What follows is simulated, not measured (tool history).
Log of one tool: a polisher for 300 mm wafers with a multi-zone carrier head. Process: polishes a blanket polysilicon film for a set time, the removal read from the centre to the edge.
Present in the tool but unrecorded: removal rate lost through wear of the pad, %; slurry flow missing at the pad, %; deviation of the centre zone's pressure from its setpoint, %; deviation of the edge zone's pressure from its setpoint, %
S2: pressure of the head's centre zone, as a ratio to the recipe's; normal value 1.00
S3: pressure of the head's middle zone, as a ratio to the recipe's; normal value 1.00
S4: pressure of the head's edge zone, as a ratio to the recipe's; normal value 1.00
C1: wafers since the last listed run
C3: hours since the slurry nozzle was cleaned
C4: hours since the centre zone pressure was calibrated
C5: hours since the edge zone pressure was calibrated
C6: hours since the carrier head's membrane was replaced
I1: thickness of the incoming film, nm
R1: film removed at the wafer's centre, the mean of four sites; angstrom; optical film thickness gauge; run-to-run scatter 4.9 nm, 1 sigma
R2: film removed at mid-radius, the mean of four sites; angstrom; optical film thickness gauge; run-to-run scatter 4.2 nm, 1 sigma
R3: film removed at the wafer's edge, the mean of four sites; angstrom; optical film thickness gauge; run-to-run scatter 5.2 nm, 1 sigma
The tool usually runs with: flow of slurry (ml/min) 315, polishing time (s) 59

run 1 hour=0.0 | flow_of_slurry_(ml/min)=315 S2=1.00 S3=1.00 S4=1.00 polishing_time_(s)=59 | C1=0 wafers_polished_on_this_pad=1375 C3=88.4 C4=729.0 C5=1134.3 C6=231.7 | I1=2261.3 | R1=3674 R2=3530 R3=3679
-- hour=3.9 worn pad replaced by a new one
run 2 hour=76.8 | flow_of_slurry_(ml/min)=315 S2=1.00 S3=1.00 S4=1.00 polishing_time_(s)=59 | C1=969 wafers_polished_on_this_pad=969 C3=165.2 C4=805.8 C5=1211.1 C6=308.5 | I1=2293.8 | R1=3828 R2=3687 R3=3784
run 3 hour=90.2 | flow_of_slurry_(ml/min)=315 S2=1.00 S3=0.93 S4=1.00 polishing_time_(s)=59 | C1=178 wafers_polished_on_this_pad=1148 C3=178.6 C4=819.2 C5=1224.5 C6=321.9 | I1=2248.5 | R1=3753 R2=3413 R3=3792
run 4 hour=104.0 | flow_of_slurry_(ml/min)=315 S2=1.00 S3=0.93 S4=1.00 polishing_time_(s)=59 | C1=183 wafers_polished_on_this_pad=1331 C3=192.4 C4=833.0 C5=1238.3 C6=335.7 | I1=2229.2 | R1=3691 R2=3356 R3=3766
-- hour=115.6 worn pad replaced by a new one
-- hour=132.9 slurry nozzle cleaned
run 5 hour=138.1 | flow_of_slurry_(ml/min)=315 S2=1.00 S3=1.00 S4=1.00 polishing_time_(s)=59 | C1=387 wafers_polished_on_this_pad=286 C3=5.2 C4=867.1 C5=1272.4 C6=369.8 | I1=2261.5 | R1=4083 R2=3915 R3=4016
run 6 hour=162.8 | flow_of_slurry_(ml/min)=315 S2=1.00 S3=1.00 S4=1.00 polishing_time_(s)=59 | C1=328 wafers_polished_on_this_pad=615 C3=29.9 C4=891.8 C5=1297.1 C6=394.5 | I1=2208.3 | R1=3872 R2=3789 R3=3875
run 7 hour=188.2 | flow_of_slurry_(ml/min)=315 S2=1.00 S3=1.00 S4=1.00 polishing_time_(s)=59 | C1=338 wafers_polished_on_this_pad=953 C3=55.3 C4=917.2 C5=1322.5 C6=419.9 | I1=2234.1 | R1=3835 R2=3568 R3=3741
-- hour=192.6 edge zone pressure recalibrated
run 8 hour=200.8 | flow_of_slurry_(ml/min)=315 S2=1.00 S3=1.00 S4=1.00 polishing_time_(s)=70 | C1=141 wafers_polished_on_this_pad=1094 C3=67.9 C4=929.8 C5=8.2 C6=432.5 | I1=2251.5 | R1=4478 R2=4341 R3=4446
-- hour=227.3 worn pad replaced by a new one
run 9 hour=227.8 | flow_of_slurry_(ml/min)=315 S2=1.00 S3=1.00 S4=1.00 polishing_time_(s)=70 | C1=306 wafers_polished_on_this_pad=6 C3=94.9 C4=956.8 C5=35.2 C6=459.5 | I1=2219.5 | R1=4921 R2=4678 R3=4990
run 10 hour=257.7 | flow_of_slurry_(ml/min)=390 S2=1.00 S3=1.00 S4=1.00 polishing_time_(s)=59 | C1=397 wafers_polished_on_this_pad=404 C3=124.8 C4=986.7 C5=65.1 C6=489.4 | I1=2266.6 | R1=4121 R2=3931 R3=4083
-- hour=280.8 centre zone pressure recalibrated
run 11 hour=294.1 | flow_of_slurry_(ml/min)=315 S2=1.00 S3=1.00 S4=0.91 polishing_time_(s)=59 | C1=457 wafers_polished_on_this_pad=862 C3=161.2 C4=13.3 C5=101.5 C6=525.8 | I1=2223.7 | R1=3901 R2=3672 R3=3657
run 12 hour=306.8 | flow_of_slurry_(ml/min)=315 S2=0.91 S3=0.92 S4=1.00 polishing_time_(s)=39 | C1=169 wafers_polished_on_this_pad=1031 C3=173.9 C4=26.0 C5=114.2 C6=538.5 | I1=2257.0 | R1=2336 R2=2278 R3=2516
run 13 hour=321.8 | flow_of_slurry_(ml/min)=315 S2=1.00 S3=1.00 S4=1.00 polishing_time_(s)=59 | C1=199 wafers_polished_on_this_pad=1231 C3=188.9 C4=41.0 C5=129.2 C6=553.5 | I1=2239.4 | R1=3797 R2=3629 R3=3681
-- hour=324.2 slurry nozzle cleaned
-- hour=330.9 worn pad replaced by a new one
run 14 hour=352.5 | flow_of_slurry_(ml/min)=245 S2=0.89 S3=1.00 S4=1.04 polishing_time_(s)=59 | C1=342 wafers_polished_on_this_pad=287 C3=28.3 C4=71.7 C5=159.9 C6=584.2 | I1=2267.6 | R1=3543 R2=3789 R3=4035
run 15 hour=366.7 | flow_of_slurry_(ml/min)=315 S2=1.00 S3=1.00 S4=1.00 polishing_time_(s)=59 | C1=189 wafers_polished_on_this_pad=476 C3=42.5 C4=85.9 C5=174.1 C6=598.4 | I1=2261.8 | R1=3965 R2=3821 R3=3931
run 16 hour=393.8 | flow_of_slurry_(ml/min)=315 S2=1.00 S3=1.00 S4=1.00 polishing_time_(s)=59 | C1=360 wafers_polished_on_this_pad=837 C3=69.6 C4=113.0 C5=201.2 C6=625.5 | I1=2246.3 | R1=3800 R2=3789 R3=3820
run 17 hour=409.5 | flow_of_slurry_(ml/min)=315 S2=1.00 S3=1.00 S4=0.93 polishing_time_(s)=59 | C1=208 wafers_polished_on_this_pad=1046 C3=85.3 C4=128.7 C5=216.9 C6=641.2 | I1=2269.0 | R1=3768 R2=3738 R3=3689
-- hour=440.6 carrier head's membrane replaced by a new one
-- hour=442.6 worn pad replaced by a new one
run 18 hour=443.1 | flow_of_slurry_(ml/min)=315 S2=1.00 S3=1.00 S4=1.00 polishing_time_(s)=59 | C1=353 wafers_polished_on_this_pad=6 C3=118.9 C4=162.3 C5=250.5 C6=2.5 | I1=2275.8 | R1=4065 R2=4017 R3=4133
run 19 hour=466.7 | flow_of_slurry_(ml/min)=315 S2=1.06 S3=1.00 S4=1.00 polishing_time_(s)=71 | C1=314 wafers_polished_on_this_pad=320 C3=142.5 C4=185.9 C5=274.1 C6=26.1 | I1=2260.6 | R1=5078 R2=4704 R3=4884
-- hour=507.0 slurry nozzle cleaned
-- hour=570.0 worn pad replaced by a new one
run 20 hour=570.5 | flow_of_slurry_(ml/min)=210 S2=1.00 S3=1.00 S4=1.00 polishing_time_(s)=59 | C1=1315 wafers_polished_on_this_pad=6 C3=63.5 C4=289.7 C5=377.9 C6=129.9 | I1=2227.8 | R1=3969 R2=3797 R3=3931

What if the next run were any one of these 5? Each begins from the tool's condition after run 20:
run A hour=570.9 | flow_of_slurry_(ml/min)=315 S2=1.00 S3=1.00 S4=1.00 polishing_time_(s)=59 | C1=5 wafers_polished_on_this_pad=11 C3=63.9 C4=290.1 C5=378.3 C6=130.3 | I1=2297.7 | R1=? R2=? R3=?
run B hour=570.9 | flow_of_slurry_(ml/min)=315 S2=1.00 S3=1.00 S4=1.00 polishing_time_(s)=67 | C1=5 wafers_polished_on_this_pad=11 C3=63.9 C4=290.1 C5=378.3 C6=130.3 | I1=2297.7 | R1=? R2=? R3=?
run C hour=570.9 | flow_of_slurry_(ml/min)=315 S2=1.04 S3=1.00 S4=1.00 polishing_time_(s)=59 | C1=5 wafers_polished_on_this_pad=11 C3=63.9 C4=290.1 C5=378.3 C6=130.3 | I1=2297.7 | R1=? R2=? R3=?
run D hour=570.9 | flow_of_slurry_(ml/min)=315 S2=0.94 S3=1.07 S4=1.00 polishing_time_(s)=48 | C1=5 wafers_polished_on_this_pad=11 C3=63.9 C4=290.1 C5=378.3 C6=130.3 | I1=2297.7 | R1=? R2=? R3=?
run E hour=570.9 | flow_of_slurry_(ml/min)=315 S2=0.92 S3=1.00 S4=1.00 polishing_time_(s)=59 | C1=5 wafers_polished_on_this_pad=11 C3=63.9 C4=290.1 C5=378.3 C6=130.3 | I1=2297.7 | R1=? R2=? R3=?

run=A R1=4124 R2=3983 R3=4110
run=B R1=4683 R2=4523 R3=4668
run=C R1=4279 R2=3982 R3=4110
run=D R1=3167 R2=3433 R3=3341
run=E R1=3813 R2=3984 R3=4110
Stripped of hidden state, with their random variation kept, the same runs would have yielded:
run=A R1=4162 R2=4020 R3=4149
run=B R1=4726 R2=4565 R3=4711
run=C R1=4318 R2=4019 R3=4149
run=D R1=3196 R2=3465 R3=3372
run=E R1=3849 R2=4021 R3=4149
